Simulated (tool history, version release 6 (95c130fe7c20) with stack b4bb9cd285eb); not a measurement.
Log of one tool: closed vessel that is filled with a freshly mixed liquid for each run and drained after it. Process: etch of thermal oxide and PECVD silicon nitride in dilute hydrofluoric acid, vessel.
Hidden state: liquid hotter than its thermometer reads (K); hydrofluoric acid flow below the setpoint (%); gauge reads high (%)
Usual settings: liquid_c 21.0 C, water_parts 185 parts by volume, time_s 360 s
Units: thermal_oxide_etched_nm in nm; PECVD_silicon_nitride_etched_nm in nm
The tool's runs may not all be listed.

| run | hour | liquid_c | water_parts | time_s | wafers since the last listed run | hours since the thermometer was replaced | hours since the hydrofluoric acid flow meter was replaced | hours since the gauge calibration | read-back film thickness of the thermal oxide reference wafer, read on the same gauge (nm) | read-back film thickness of the PECVD silicon nitride reference wafer, read on the same gauge (nm) | thermal_oxide_etched_nm | PECVD_silicon_nitride_etched_nm |
|---|---|---|---|---|---|---|---|---|---|---|---|---|
| 1 | 0.0 | 21.0 | 185 | 360 | 0 | 2353.8 | 2041.5 | 580.7 | 80.01 | 49.999 | 7.13 | 3.166 |
| 2 | 192.3 | 21.0 | 185 | 360 | 17137 | 2546.1 | 2233.8 | 773.0 | 80.02 | 49.966 | 7.22 | 3.112 |
|  | 208.1 | hydrofluoric acid flow meter replaced |
| 3 | 307.7 | 21.0 | 185 | 360 | 10194 | 2661.5 | 99.6 | 888.4 | 79.99 | 50.010 | 7.03 | 3.126 |
| 4 | 370.1 | 21.0 | 145 | 360 | 5560 | 2723.9 | 162.0 | 950.8 | 80.00 | 49.980 | 9.24 | 3.944 |
| 5 | 418.6 | 21.0 | 145 | 360 | 4322 | 2772.4 | 210.5 | 999.3 | 80.03 | 50.029 | 9.38 | 4.006 |
| 6 | 465.4 | 21.0 | 145 | 360 | 4170 | 2819.2 | 257.3 | 1046.1 | 80.02 | 50.036 | 9.37 | 3.964 |
|  | 511.5 | hydrofluoric acid flow meter replaced, repeated, since the last time left the tool worse |
| 7 | 520.8 | 21.0 | 185 | 360 | 4847 | 2874.6 | 9.3 | 1101.5 | 80.01 | 50.001 | 7.32 | 3.270 |
| 8 | 587.4 | 21.0 | 150 | 275 | 5935 | 2941.2 | 75.9 | 1168.1 | 80.04 | 50.012 | 7.20 | 3.070 |
| 9 | 638.6 | 22.5 | 100 | 360 | 4562 | 2992.4 | 127.1 | 1219.3 | 80.00 | 50.028 | 16.13 | 6.573 |
| 10 | 665.7 | 25.5 | 185 | 360 | 2415 | 3019.5 | 154.2 | 1246.4 | 79.97 | 50.011 | 8.80 | 4.319 |
|  | 724.3 | gauge calibrated |
| 11 | 730.4 | 18.5 | 185 | 360 | 5765 | 3084.2 | 218.9 | 6.1 | 79.98 | 49.997 | 6.80 | 2.795 |
|  | 739.3 | thermometer replaced |
| 12 | 796.0 | 17.0 | 185 | 360 | 5756 | 56.7 | 284.5 | 71.7 | 80.00 | 49.988 | 6.43 | 2.459 |

The next listed run, before its measurement:
| 13 | 829.8 | 21.0 | 185 | 360 | 3012 | 90.5 | 318.3 | 105.5 | ? | ? | ? | ? |

read-back film thickness of the thermal oxide reference wafer, read on the same gauge (nm): 79.99
read-back film thickness of the PECVD silicon nitride reference wafer, read on the same gauge (nm): 50.018
thermal_oxide_etched_nm: 7.49 nm
PECVD_silicon_nitride_etched_nm: 3.227 nm
Without the tool's hidden state the same run would have given thermal_oxide_etched_nm 7.56 nm, PECVD_silicon_nitride_etched_nm 3.250 nm.

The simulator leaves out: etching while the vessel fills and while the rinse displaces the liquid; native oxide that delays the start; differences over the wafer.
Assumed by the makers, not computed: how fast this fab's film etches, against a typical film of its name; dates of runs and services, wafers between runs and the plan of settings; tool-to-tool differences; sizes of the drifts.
